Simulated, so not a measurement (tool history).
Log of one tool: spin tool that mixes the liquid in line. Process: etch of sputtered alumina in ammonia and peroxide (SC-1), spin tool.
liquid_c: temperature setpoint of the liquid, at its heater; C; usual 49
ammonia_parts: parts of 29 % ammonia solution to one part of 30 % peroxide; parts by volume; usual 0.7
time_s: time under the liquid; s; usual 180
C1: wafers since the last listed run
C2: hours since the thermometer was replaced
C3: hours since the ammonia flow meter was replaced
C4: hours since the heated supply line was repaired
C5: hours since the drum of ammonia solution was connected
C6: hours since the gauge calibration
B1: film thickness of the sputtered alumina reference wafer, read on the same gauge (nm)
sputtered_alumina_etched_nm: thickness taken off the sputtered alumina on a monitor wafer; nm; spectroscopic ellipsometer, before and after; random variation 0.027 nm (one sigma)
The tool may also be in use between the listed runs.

{"run": 1, "hour": 0.0, "liquid_c": 49, "ammonia_parts": 0.7, "time_s": 260, "C1": 0, "C2": 0.5, "C3": 392, "C4": 1367.3, "C5": 652, "C6": 246.5, "B1": 130, "sputtered_alumina_etched_nm": 12.45}
{"run": 2, "hour": 6.2, "liquid_c": 49, "ammonia_parts": 0.7, "time_s": 180, "C1": 49, "C2": 6.7, "C3": 398.2, "C4": 1373.5, "C5": 658.2, "C6": 252.7, "B1": 129.96, "sputtered_alumina_etched_nm": 8.62}
{"run": 3, "hour": 23.7, "liquid_c": 49, "ammonia_parts": 0.7, "time_s": 180, "C1": 138, "C2": 24.2, "C3": 415.7, "C4": 1391, "C5": 675.7, "C6": 270.2, "B1": 129.99, "sputtered_alumina_etched_nm": 8.63}
{"run": 4, "hour": 40.6, "liquid_c": 49, "ammonia_parts": 0.7, "time_s": 180, "C1": 133, "C2": 41.1, "C3": 432.6, "C4": 1407.9, "C5": 692.6, "C6": 287.1, "B1": 130.04, "sputtered_alumina_etched_nm": 8.64}
{"hour": 49.8, "done": "heated supply line repaired"}
{"run": 5, "hour": 50.3, "liquid_c": 53.5, "ammonia_parts": 0.55, "time_s": 180, "C1": 68, "C2": 50.8, "C3": 442.3, "C4": 0.5, "C5": 702.3, "C6": 296.8, "B1": 130.01, "sputtered_alumina_etched_nm": 10.78}
{"run": 6, "hour": 63.2, "liquid_c": 53.5, "ammonia_parts": 0.55, "time_s": 180, "C1": 102, "C2": 63.7, "C3": 455.2, "C4": 13.4, "C5": 715.2, "C6": 309.7, "B1": 129.99, "sputtered_alumina_etched_nm": 10.76}
{"run": 7, "hour": 73.1, "liquid_c": 53.5, "ammonia_parts": 0.55, "time_s": 180, "C1": 78, "C2": 73.6, "C3": 465.1, "C4": 23.3, "C5": 725.1, "C6": 319.6, "B1": 130.01, "sputtered_alumina_etched_nm": 10.83}
{"run": 8, "hour": 88.4, "liquid_c": 42.5, "ammonia_parts": 0.7, "time_s": 180, "C1": 121, "C2": 88.9, "C3": 480.4, "C4": 38.6, "C5": 740.4, "C6": 334.9, "B1": 130.02, "sputtered_alumina_etched_nm": 5.98}
{"run": 9, "hour": 95.6, "liquid_c": 46.5, "ammonia_parts": 1, "time_s": 240, "C1": 56, "C2": 96.1, "C3": 487.6, "C4": 45.8, "C5": 747.6, "C6": 342.1, "B1": 130.06, "sputtered_alumina_etched_nm": 10.38}
{"run": 10, "hour": 103.0, "liquid_c": 49, "ammonia_parts": 0.7, "time_s": 230, "C1": 58, "C2": 103.5, "C3": 495, "C4": 53.2, "C5": 755, "C6": 349.5, "B1": 130.01, "sputtered_alumina_etched_nm": 11.06}
{"hour": 113.5, "done": "ammonia flow meter replaced"}
{"run": 11, "hour": 115.8, "liquid_c": 45.5, "ammonia_parts": 0.45, "time_s": 285, "C1": 93, "C2": 116.3, "C3": 2.3, "C4": 66, "C5": 767.8, "C6": 362.3, "B1": 130, "sputtered_alumina_etched_nm": 10.83}
{"run": 12, "hour": 124.8, "liquid_c": 43.5, "ammonia_parts": 0.7, "time_s": 70, "C1": 71, "C2": 125.3, "C3": 11.3, "C4": 75, "C5": 776.8, "C6": 371.3, "B1": 130.02, "sputtered_alumina_etched_nm": 2.48}
{"run": 13, "hour": 135.4, "liquid_c": 44, "ammonia_parts": 1.05, "time_s": 245, "C1": 83, "C2": 135.9, "C3": 21.9, "C4": 85.6, "C5": 787.4, "C6": 381.9, "B1": 129.98, "sputtered_alumina_etched_nm": 9.32}
{"hour": 138.9, "done": "gauge calibrated"}
{"run": 14, "hour": 148.5, "liquid_c": 53.5, "ammonia_parts": 0.35, "time_s": 265, "C1": 103, "C2": 149, "C3": 35, "C4": 98.7, "C5": 800.5, "C6": 9.6, "B1": 129.99, "sputtered_alumina_etched_nm": 15.29}
{"hour": 163.3, "done": "new drum of ammonia solution connected"}
{"run": 15, "hour": 164.5, "liquid_c": 49, "ammonia_parts": 0.7, "time_s": 210, "C1": 118, "C2": 165, "C3": 51, "C4": 114.7, "C5": 1.2, "C6": 25.6, "B1": 130, "sputtered_alumina_etched_nm": 10.18}
{"run": 16, "hour": 175.0, "liquid_c": 42.5, "ammonia_parts": 0.7, "time_s": 180, "C1": 83, "C2": 175.5, "C3": 61.5, "C4": 125.2, "C5": 11.7, "C6": 36.1, "B1": 129.99, "sputtered_alumina_etched_nm": 6.01}
{"run": 17, "hour": 183.5, "liquid_c": 43.5, "ammonia_parts": 0.6, "time_s": 250, "C1": 67, "C2": 184, "C3": 70, "C4": 133.7, "C5": 20.2, "C6": 44.6, "B1": 130, "sputtered_alumina_etched_nm": 8.75}
{"run": 18, "hour": 190.1, "liquid_c": 53, "ammonia_parts": 0.45, "time_s": 100, "C1": 52, "C2": 190.6, "C3": 76.6, "C4": 140.3, "C5": 26.8, "C6": 51.2, "B1": 130.02, "sputtered_alumina_etched_nm": 5.76}
{"run": 19, "hour": 197.2, "liquid_c": 39.5, "ammonia_parts": 0.7, "time_s": 180, "C1": 56, "C2": 197.7, "C3": 83.7, "C4": 147.4, "C5": 33.9, "C6": 58.3, "B1": 130.01, "sputtered_alumina_etched_nm": 5.08}
{"run": 20, "hour": 206.3, "liquid_c": 49, "ammonia_parts": 0.7, "time_s": 180, "C1": 71, "C2": 206.8, "C3": 92.8, "C4": 156.5, "C5": 43, "C6": 67.4, "B1": 130.01, "sputtered_alumina_etched_nm": 8.74}
{"run": 21, "hour": 215.6, "liquid_c": 42.5, "ammonia_parts": 0.7, "time_s": 180, "C1": 73, "C2": 216.1, "C3": 102.1, "C4": 165.8, "C5": 52.3, "C6": 76.7, "B1": 129.98, "sputtered_alumina_etched_nm": 6.03}
{"run": 22, "hour": 228.2, "liquid_c": 53.5, "ammonia_parts": 0.7, "time_s": 180, "C1": 99, "C2": 228.7, "C3": 114.7, "C4": 178.4, "C5": 64.9, "C6": 89.3, "B1": 130, "sputtered_alumina_etched_nm": 11.08}
{"run": 23, "hour": 243.5, "liquid_c": 45, "ammonia_parts": 0.7, "time_s": 240, "C1": 121, "C2": 244, "C3": 130, "C4": 193.7, "C5": 80.2, "C6": 104.6, "B1": 130, "sputtered_alumina_etched_nm": 9.36}
{"run": 24, "hour": 258.8, "liquid_c": 49, "ammonia_parts": 0.7, "time_s": 180, "C1": 121, "C2": 259.3, "C3": 145.3, "C4": 209, "C5": 95.5, "C6": 119.9, "B1": 129.94, "sputtered_alumina_etched_nm": 8.73}
{"run": 25, "hour": 268.3, "liquid_c": 49, "ammonia_parts": 0.85, "time_s": 180, "C1": 75, "C2": 268.8, "C3": 154.8, "C4": 218.5, "C5": 105, "C6": 129.4, "B1": 130.03, "sputtered_alumina_etched_nm": 8.97}

Hidden state or all else? Some run-to-run changes of sputtered_alumina_etched_nm, split into what the settings, what came in and random variation would give without the hidden state, and what is left for the hidden state (with any gauge scatter that isn't in both results):
The hidden state here: liquid hotter than its thermometer reads (K); ammonia flow above the setpoint (%); temperature lost on the way to the wafer (K); ammonia solution weaker than its label (%); gauge reads high (%).
Run 11 -> 12: liquid_c 45.5 -> 43.5, ammonia_parts 0.45 -> 0.7, time_s 285 -> 70. sputtered_alumina_etched_nm -8.35 nm: hidden state -0.14, all else -8.21.
Run 12 -> 13: liquid_c 43.5 -> 44, ammonia_parts 0.7 -> 1.05, time_s 70 -> 245. sputtered_alumina_etched_nm +6.84 nm: hidden state +0.13, all else +6.71.
